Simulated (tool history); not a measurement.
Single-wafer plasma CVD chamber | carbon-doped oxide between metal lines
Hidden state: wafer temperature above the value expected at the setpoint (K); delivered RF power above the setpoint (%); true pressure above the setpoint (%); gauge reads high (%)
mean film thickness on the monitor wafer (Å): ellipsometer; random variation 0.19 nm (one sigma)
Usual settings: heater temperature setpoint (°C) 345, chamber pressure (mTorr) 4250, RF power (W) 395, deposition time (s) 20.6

run	day	heater temperature setpoint (°C)	chamber pressure (mTorr)	RF power (W)	deposition time (s)	wafers since the last listed run	hours since the last thermocouple change	hours since the last RF generator calibration	hours since the last manometer calibration	hours since the showerhead was replaced	hours since the gauge calibration	read-back reference wafer on the same gauge, thickness_nm	mean film thickness on the monitor wafer (Å)
1	0.000	345	4250	395	20.6	0	777.1	1207.3	3036.1	6342.7	300.7	111.260	965.02
2	0.271	339	4250	335	20.6	187	783.6	1213.8	3042.6	6349.2	307.2	111.387	924.17
3	0.629	339	4250	335	20.6	248	792.2	1222.4	3051.2	6357.8	315.8	111.388	929.68
4	1.312	339	4250	335	20.6	473	808.6	1238.8	3067.6	6374.2	332.2	111.368	927.24
5	1.862	345	4250	395	20.6	380	821.8	1252.0	3080.8	6387.4	345.4	111.387	967.32
6	2.500	345	4250	395	20.6	441	837.1	1267.3	3096.1	6402.7	360.7	111.342	968.05
7	2.933	345	4250	395	20.6	300	847.5	1277.7	3106.5	6413.1	371.1	111.361	967.92
8	3.508	345	4250	395	20.6	398	861.3	1291.5	3120.3	6426.9	384.9	111.423	972.44
9	4.208	345	4250	395	20.6	484	878.1	1308.3	3137.1	6443.7	401.7	111.401	970.83
# day 5.017: showerhead replaced
10	5.038	345	3560	395	20.6	343	898.0	1328.2	3157.0	0.5	421.6	111.448	950.37
11	5.050	345	3560	395	20.6	8	898.3	1328.5	3157.3	0.8	421.9	111.445	952.39
12	5.771	345	4250	395	20.6	499	915.6	1345.8	3174.6	18.1	439.2	111.465	972.75
13	6.254	345	4250	395	20.6	334	927.2	1357.4	3186.2	29.7	450.8	111.480	973.17
# day 6.992: RF generator calibrated
14	7.012	345	4250	395	18.1	294	945.4	0.5	3204.4	47.9	469.0	111.419	857.90
15	7.342	345	4250	415	20.6	227	953.3	8.4	3212.3	55.8	476.9	111.472	991.62
# day 7.617: gauge calibrated
16	8.042	340	4250	395	20.6	484	970.1	25.2	3229.1	72.6	10.2	111.394	993.63
17	8.371	345	4660	375	20.6	227	978.0	33.1	3237.0	80.5	18.1	111.465	968.95
# day 9.004: thermocouple changed; heater temperature recalibrated
18	9.025	345	4250	395	24.7	222	0.5	48.8	3252.7	96.2	33.8	111.278	1141.17
19	9.188	345	5030	340	22.3	112	4.4	52.7	3256.6	100.1	37.7	111.399	1004.03
20	9.796	345	4250	395	20.6	421	19.0	67.3	3271.2	114.7	52.3	111.383	956.17
# day 10.488: capacitance manometer re-zeroed and calibrated
21	10.508	345	4250	395	20.6	262	36.1	84.4	0.5	131.8	69.4	111.296	960.34
22	10.658	345	4250	360	22.4	103	39.7	88.0	4.1	135.4	73.0	111.422	1010.98
23	10.996	357	3380	395	20.6	233	47.8	96.1	12.2	143.5	81.1	111.310	908.67
24	11.679	353	4250	395	23.1	473	64.2	112.5	28.6	159.9	97.5	111.468	1053.36
25	12.338	345	4250	370	20.6	455	80.0	128.3	44.4	175.7	113.3	111.374	937.64
26	12.867	345	4250	445	20.6	366	92.7	141.0	57.1	188.4	126.0	111.328	1003.63
27	13.412	349	4250	395	21.8	377	105.8	154.1	70.2	201.5	139.1	111.447	1003.70
28	13.871	345	4250	395	20.6	317	116.8	165.1	81.2	212.5	150.1	111.447	961.94
29	14.417	345	4250	395	18.1	377	129.9	178.2	94.3	225.6	163.2	111.341	846.95
30	15.121	345	4530	395	20.6	487	146.8	195.1	111.2	242.5	180.1	111.336	965.97

Hidden state at the last listed run before each entry between runs and at the first one after, where it differs:
Between runs 9 and 10: showerhead replaced (day 5.017)
  wafer temperature above the value expected at the setpoint (K): -4.57 -> -4.82
  measured less the result without the state, mean film thickness on the monitor wafer (Å): +11.73 -> +12.11
Between runs 13 and 14: RF generator calibrated (day 6.992)
  wafer temperature above the value expected at the setpoint (K): -5.2 -> -5.44
  measured less the result without the state, mean film thickness on the monitor wafer (Å): +13.37 -> +12.34
Between runs 15 and 16: gauge calibrated (day 7.617)
  wafer temperature above the value expected at the setpoint (K): -5.54 -> -5.77
  measured less the result without the state, mean film thickness on the monitor wafer (Å): +14.54 -> +16.38
Between runs 17 and 18: thermocouple changed; heater temperature recalibrated (day 9.004)
  wafer temperature above the value expected at the setpoint (K): -5.88 -> 0.354
  measured less the result without the state, mean film thickness on the monitor wafer (Å): +15.12 -> -1.07
Between runs 20 and 21: capacitance manometer re-zeroed and calibrated (day 10.488)
  wafer temperature above the value expected at the setpoint (K): 0.352 -> 0.345
  measured less the result without the state, mean film thickness on the monitor wafer (Å): -0.89 -> -0.87

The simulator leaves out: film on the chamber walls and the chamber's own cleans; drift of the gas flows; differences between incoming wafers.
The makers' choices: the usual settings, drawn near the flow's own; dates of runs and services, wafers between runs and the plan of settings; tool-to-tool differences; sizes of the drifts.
